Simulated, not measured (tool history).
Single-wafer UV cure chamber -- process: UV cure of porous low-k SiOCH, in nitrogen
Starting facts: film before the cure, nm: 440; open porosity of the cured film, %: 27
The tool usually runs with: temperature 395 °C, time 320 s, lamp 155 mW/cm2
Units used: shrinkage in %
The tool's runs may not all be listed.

run 1 hour=0.0 | temperature=395 time=320 lamp=155 | shrinkage=14.552
run 2 hour=22.9 | temperature=395 time=320 lamp=155 | shrinkage=14.732
run 3 hour=49.9 | temperature=395 time=320 lamp=155 | shrinkage=14.592
run 4 hour=85.7 | temperature=395 time=435 lamp=155 | shrinkage=15.790
run 5 hour=100.9 | temperature=395 time=320 lamp=155 | shrinkage=13.827
run 6 hour=116.8 | temperature=385 time=320 lamp=155 | shrinkage=13.680
run 7 hour=143.2 | temperature=385 time=320 lamp=155 | shrinkage=13.484
run 8 hour=165.6 | temperature=395 time=320 lamp=155 | shrinkage=13.515
run 9 hour=196.1 | temperature=395 time=320 lamp=155 | shrinkage=13.423
-- hour=232.1 UV bulbs replaced
run 10 hour=232.6 | temperature=395 time=320 lamp=155 | shrinkage=16.833
run 11 hour=262.6 | temperature=404 time=320 lamp=155 | shrinkage=16.911
-- hour=293.7 quartz window cleaned
run 12 hour=294.2 | temperature=404 time=320 lamp=155 | shrinkage=18.264
run 13 hour=312.3 | temperature=404 time=320 lamp=155 | shrinkage=18.324
run 14 hour=343.2 | temperature=395 time=320 lamp=139 | shrinkage=17.402
run 15 hour=359.5 | temperature=395 time=320 lamp=139 | shrinkage=17.469
run 16 hour=373.8 | temperature=395 time=420 lamp=186 | shrinkage=20.450
run 17 hour=393.8 | temperature=395 time=385 lamp=140 | shrinkage=18.792
run 18 hour=420.3 | temperature=395 time=320 lamp=123 | shrinkage=16.636
run 19 hour=444.3 | temperature=386 time=320 lamp=155 | shrinkage=17.795
run 20 hour=520.9 | temperature=409 time=500 lamp=134 | shrinkage=19.624
run 21 hour=543.4 | temperature=401 time=135 lamp=141 | shrinkage=12.548
run 22 hour=573.6 | temperature=382 time=430 lamp=155 | shrinkage=19.177
run 23 hour=594.7 | temperature=395 time=320 lamp=155 | shrinkage=17.429
run 24 hour=611.1 | temperature=395 time=200 lamp=155 | shrinkage=14.777
run 25 hour=639.6 | temperature=395 time=505 lamp=175 | shrinkage=20.518
run 26 hour=668.0 | temperature=386 time=320 lamp=136 | shrinkage=16.400
run 27 hour=691.2 | temperature=395 time=320 lamp=155 | shrinkage=17.307
run 28 hour=712.8 | temperature=395 time=320 lamp=182 | shrinkage=18.354
run 29 hour=725.0 | temperature=395 time=320 lamp=137 | shrinkage=16.606
run 30 hour=739.2 | temperature=395 time=320 lamp=155 | shrinkage=17.191

Some steps in shrinkage, run to run, broken into two amounts with sign: the step expected even without the hidden condition (settings, incoming material, random variation), and the rest, left for the hidden condition together with whatever gauge scatter is not in both the measured and the hidden-condition-free result:
Hidden state at play: lamp output below its setpoint, %; transmission lost against a clean window, %.
Run 8 -> 9: settings left as they were, no log entry in between. shrinkage -0.092 %: hidden state -0.221, all else +0.129.
Run 9 -> 10: UV bulbs replaced. shrinkage +3.410 %: hidden state +3.365, all else +0.045.
Run 11 -> 12: quartz window cleaned. shrinkage +1.353 %: hidden state +1.569, all else -0.216.
Run 20 -> 21: temperature 409 -> 401, time 500 -> 135, lamp 134 -> 141. shrinkage -7.076 %: hidden state -0.008, all else -7.068.
Run 21 -> 22: temperature 401 -> 382, time 135 -> 430, lamp 141 -> 155. shrinkage +6.629 %: hidden state -0.128, all else +6.757.
Run 24 -> 25: time 200 -> 505, lamp 155 -> 175. shrinkage +5.741 %: hidden state -0.099, all else +5.840.
